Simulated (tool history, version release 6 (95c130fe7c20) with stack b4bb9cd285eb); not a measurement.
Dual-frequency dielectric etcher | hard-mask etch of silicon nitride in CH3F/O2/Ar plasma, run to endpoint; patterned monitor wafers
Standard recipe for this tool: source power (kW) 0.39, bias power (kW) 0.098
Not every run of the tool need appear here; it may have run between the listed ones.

run	day	source power (kW)	bias power (kW)	wafers since the last listed run	hours since the last wet clean	hours since the last source power generator calibration	hours since the last bias power generator calibration	hours since the last upper electrode change	incoming incoming film thickness, nm	endpoint time (s)
1	0	0.39	0.111	0	448.3	2383.9	2161.6	3505.7	32.54	37.6
2	1.625	0.39	0.09	347	487.3	2422.9	2200.6	3544.7	32.94	41.4
3	3.983	0.34	0.098	504	543.9	2479.5	2257.2	3601.3	32.69	41.4
4	7.442	0.39	0.098	739	626.9	2562.5	2340.2	3684.3	32.82	40
# day 10.292: wet clean of the chamber
5	11.842	0.39	0.098	727	37.2	2668.1	2445.8	3789.9	32.9	40.3
6	15.838	0.39	0.098	854	133.1	2764	2541.7	3885.8	32.87	40.4
# day 22.117: source power generator calibrated
7	26.221	0.39	0.098	2185	382.3	98.5	2790.9	4135	32.94	39.5
8	29.304	0.39	0.098	659	456.3	172.5	2864.9	4209	32.98	39.5
9	33.458	0.39	0.098	888	556	272.2	2964.6	4308.7	33.23	39.6
# day 35.862: wet clean of the chamber
10	37.604	0.39	0.098	673	41.8	371.7	3064.1	4408.2	33.22	40.2
11	40.642	0.39	0.098	649	114.7	444.6	3137	4481.1	32.59	38.6
# day 43.917: upper electrode replaced
12	44.883	0.44	0.098	693	216.5	546.4	3238.8	23.2	32.65	37.5
# day 47.388: bias power generator calibrated
13	48.317	0.39	0.098	698	298.9	628.8	22.3	105.6	33.26	40
14	50.05	0.3	0.11	370	340.5	670.4	63.9	147.2	33.19	41.7
15	51.867	0.43	0.118	388	384.1	714	107.5	190.8	32.6	34.9
16	54.012	0.39	0.082	459	435.6	765.5	159	242.3	32.78	42.3
17	58.458	0.39	0.116	951	542.3	872.2	265.7	349	32.93	37
18	60.488	0.48	0.104	434	591	920.9	314.4	397.7	32.88	35.9
# day 63.362: wet clean of the chamber
19	64.908	0.48	0.121	731	37.1	1027	420.5	503.8	32.87	33.6
20	67.083	0.39	0.098	465	89.3	1079.2	472.7	556	33.15	39.7
21	68.8	0.43	0.119	367	130.5	1120.4	513.9	597.2	32.93	35.2
22	71.371	0.43	0.098	550	192.2	1182.1	575.6	658.9	32.78	38.2
23	73.812	0.33	0.086	522	250.8	1240.7	634.2	717.5	32.98	45
24	77.171	0.39	0.113	718	331.4	1321.3	714.8	798.1	32.88	37.1
25	80.712	0.32	0.11	757	416.4	1406.3	799.8	883.1	32.84	40.9
26	85.117	0.39	0.098	942	522.1	1512	905.5	988.8	32.92	39.7
27	86.912	0.39	0.098	384	565.2	1555.1	948.6	1031.9	32.85	39.9
# day 94.254: wet clean of the chamber
28	100.104	0.44	0.121	2608	140.4	1871.7	1265.2	1348.5	33.08	34.8
29	102.996	0.39	0.098	618	209.8	1941.1	1334.6	1417.9	32.99	40
30	104.717	0.34	0.084	368	251.1	1982.4	1375.9	1459.2	32.68	44.5
31	110.05	0.39	0.113	1141	379.1	2110.4	1503.9	1587.2	33.31	38.2
32	111.654	0.48	0.076	343	417.6	2148.9	1542.4	1625.7	32.7	40.7
33	113.708	0.36	0.11	439	466.9	2198.2	1591.7	1675	32.99	39.6
34	115.242	0.48	0.098	328	503.7	2235	1628.5	1711.8	33.3	37.2
35	117.846	0.45	0.08	557	566.2	2297.5	1691	1774.3	33.05	41.1

Entry by entry between the runs, the difference in hidden state between the last listed run before and the first listed run after:
Between runs 4 and 5: wet clean of the chamber (day 10.292)
  source power that arrives over what is set, %: -3.75 -> -3.92
  what was measured, less what the result would be without the hidden state, endpoint time (s): +0.6 -> +0.7
Between runs 6 and 7: source power generator calibrated (day 22.117)
  source power that arrives over what is set, %: -4.07 -> 0.2
  what was measured, less what the result would be without the hidden state, endpoint time (s): +0.6 -> +0
Between runs 9 and 10: wet clean of the chamber (day 35.862)
  source power that arrives over what is set, %: -0.075 -> -0.233
  what was measured, less what the result would be without the hidden state, endpoint time (s): +0 -> +0.1
Between runs 11 and 12: upper electrode replaced (day 43.917)
  source power that arrives over what is set, %: -0.348 -> -0.509
  what was measured, less what the result would be without the hidden state, endpoint time (s): +0.1 -> +0.1
Between runs 12 and 13: bias power generator calibrated (day 47.388)
  source power that arrives over what is set, %: -0.509 -> -0.64
  what was measured, less what the result would be without the hidden state, endpoint time (s): +0.1 -> +0.1
Between runs 18 and 19: wet clean of the chamber (day 63.362)
  source power that arrives over what is set, %: -1.1 -> -1.27
  what was measured, less what the result would be without the hidden state, endpoint time (s): +0.2 -> +0.1
Between runs 27 and 28: wet clean of the chamber (day 94.254)
  source power that arrives over what is set, %: -2.11 -> -2.61
  what was measured, less what the result would be without the hidden state, endpoint time (s): +0.4 -> +0.3

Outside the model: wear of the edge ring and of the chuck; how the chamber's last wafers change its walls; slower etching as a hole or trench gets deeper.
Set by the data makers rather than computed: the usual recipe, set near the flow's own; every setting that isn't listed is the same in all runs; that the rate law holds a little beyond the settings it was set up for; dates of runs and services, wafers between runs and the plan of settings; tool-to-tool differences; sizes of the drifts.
